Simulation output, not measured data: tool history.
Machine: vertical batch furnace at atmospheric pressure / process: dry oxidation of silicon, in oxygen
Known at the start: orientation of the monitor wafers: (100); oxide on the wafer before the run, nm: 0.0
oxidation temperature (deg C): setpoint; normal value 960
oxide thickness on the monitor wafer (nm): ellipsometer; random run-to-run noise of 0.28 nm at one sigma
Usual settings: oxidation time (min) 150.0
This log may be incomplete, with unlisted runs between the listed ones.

run    hour  oxidation temperature (deg C)  oxidation time (min)  wafers since the last listed run  hours since the last temperature calibration  hours since the boat lift was adjusted  hours since the gauge calibration  read-back reference wafer on the same gauge, thickness  oxide thickness on the monitor wafer (nm)
  1     0.0                            960                 150.0                                 0                                        1206.3                                  3322.5                              295.2                                                   73.60                                      63.88
  2    27.9                            960                 150.0                               210                                        1234.2                                  3350.4                              323.1                                                   73.54                                      64.06
  3    63.9                            960                 150.0                               271                                        1270.2                                  3386.4                              359.1                                                   73.37                                      63.75
  4    90.4                            960                 150.0                               199                                        1296.7                                  3412.9                              385.6                                                   73.33                                      63.73
  5   154.3                            960                 150.0                               481                                        1360.6                                  3476.8                              449.5                                                   73.16                                      64.01
  6   190.9                            960                 150.0                               275                                        1397.2                                  3513.4                              486.1                                                   73.04                                      63.90
  7   243.8                            960                 150.0                               398                                        1450.1                                  3566.3                              539.0                                                   72.87                                      63.43
  8   300.4                            960                 150.0                               426                                        1506.7                                  3622.9                              595.6                                                   72.66                                      63.23
  9   354.5                            960                 150.0                               407                                        1560.8                                  3677.0                              649.7                                                   72.29                                      63.76
 10   409.8                            960                 150.0                               416                                        1616.1                                  3732.3                              705.0                                                   72.05                                      62.63
 11   473.7                            936                 222.5                               481                                        1680.0                                  3796.2                              768.9                                                   71.76                                      65.35
      500.5  -- thermocouples replaced and temperature profile calibrated
      549.1  -- gauge calibrated
      551.0  -- boat lift adjusted
 12   551.5                            960                 150.0                               224                                          51.0                                     0.5                                2.4                                                   74.27                                      64.64
 13   591.2                            960                 150.0                               299                                          90.7                                    40.2                               42.1                                                   74.24                                      64.37
 14   623.3                            983                 217.0                               241                                         122.8                                    72.3                               74.2                                                   74.25                                     100.10
 15   666.1                            960                  94.0                               322                                         165.6                                   115.1                              117.0                                                   74.19                                      46.37
 16   724.8                            977                  81.5                               442                                         224.3                                   173.8                              175.7                                                   74.12                                      48.04
 17   792.6                            983                 150.0                               511                                         292.1                                   241.6                              243.5                                                   74.02                                      77.43
 18   836.8                            968                 102.0                               333                                         336.3                                   285.8                              287.7                                                   73.90                                      52.21
 19   872.3                            960                 150.0                               267                                         371.8                                   321.3                              323.2                                                   73.88                                      64.33
 20  1052.4                            982                 208.0                              1357                                         551.9                                   501.4                              503.3                                                   73.32                                      96.14

Each row is a separate what-if for the run after 20, all from the same tool condition, not one after another. Results?
  A  1059.0                            960                 150.0                                49                                         558.5                                   508.0                              509.9                                                       ?                                          ?
  B  1059.0                            960                 116.0                                49                                         558.5                                   508.0                              509.9                                                       ?                                          ?
  C  1059.0                            943                 111.0                                49                                         558.5                                   508.0                              509.9                                                       ?                                          ?

run  read-back reference wafer on the same gauge, thickness  oxide thickness on the monitor wafer (nm)
  A                                                   73.31                                      63.55
  B                                                   73.31                                      52.91
  C                                                   73.31                                      43.23
Had the tool no hidden state, the same runs would have come out as:
run  oxide thickness on the monitor wafer (nm)
  A                                      64.41
  B                                      53.62
  C                                      43.82
